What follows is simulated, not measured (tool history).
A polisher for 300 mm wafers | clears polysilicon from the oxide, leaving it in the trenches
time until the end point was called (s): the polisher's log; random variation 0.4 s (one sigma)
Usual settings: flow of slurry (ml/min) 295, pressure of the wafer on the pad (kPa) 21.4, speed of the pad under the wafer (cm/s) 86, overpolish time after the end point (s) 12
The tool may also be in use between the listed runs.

run,hour,flow of slurry (ml/min),pressure of the wafer on the pad (kPa),speed of the pad under the wafer (cm/s),overpolish time after the end point (s),"incoming thickness of the incoming film, nm",time until the end point was called (s)
1,0.0,295,21.4,86,12,323.7,25.2
2,32.8,295,21.4,86,12,329.6,26.7
3,58.9,295,21.4,86,12,336.6,28.8
# hour 66.2: worn pad replaced by a new one
4,74.4,295,21.4,86,12,325.8,24.3
5,104.5,295,21.4,86,12,331.7,26.1
# hour 122.9: slurry nozzle cleaned
6,161.5,295,21.4,86,12,332.7,26.3
7,183.5,295,21.4,86,12,325.9,27.5
# hour 202.2: worn pad replaced by a new one
8,215.4,295,21.4,86,12,333.2,24.3
9,236.5,295,21.4,74,12,329.7,29.2
10,254.1,295,21.4,86,12,336.4,25.6
11,289.7,295,21.4,86,12,331.8,26.4
# hour 309.4: head pressure recalibrated
12,322.5,295,21.4,86,12,332.0,26.8
# hour 338.9: worn pad replaced by a new one
# hour 346.5: slurry nozzle cleaned
13,349.3,295,21.4,86,12,329.0,25.4
14,378.4,205,24.1,98,19,327.7,20.9
15,394.3,295,21.4,86,12,327.9,25.9
16,417.4,295,21.4,86,8,331.3,25.8
17,435.8,345,21.4,86,12,328.5,26.5
18,449.1,295,28.3,86,10,334.6,22.3
19,462.2,295,21.4,86,12,324.8,26.9

Run 20 comes next. What will it give?
# hour 467.7: worn pad replaced by a new one
20,481.4,225,21.4,86,12,336.3,?

time until the end point was called (s): 25.6
Without the tool's hidden state the same run would have given time until the end point was called (s) 25.5.

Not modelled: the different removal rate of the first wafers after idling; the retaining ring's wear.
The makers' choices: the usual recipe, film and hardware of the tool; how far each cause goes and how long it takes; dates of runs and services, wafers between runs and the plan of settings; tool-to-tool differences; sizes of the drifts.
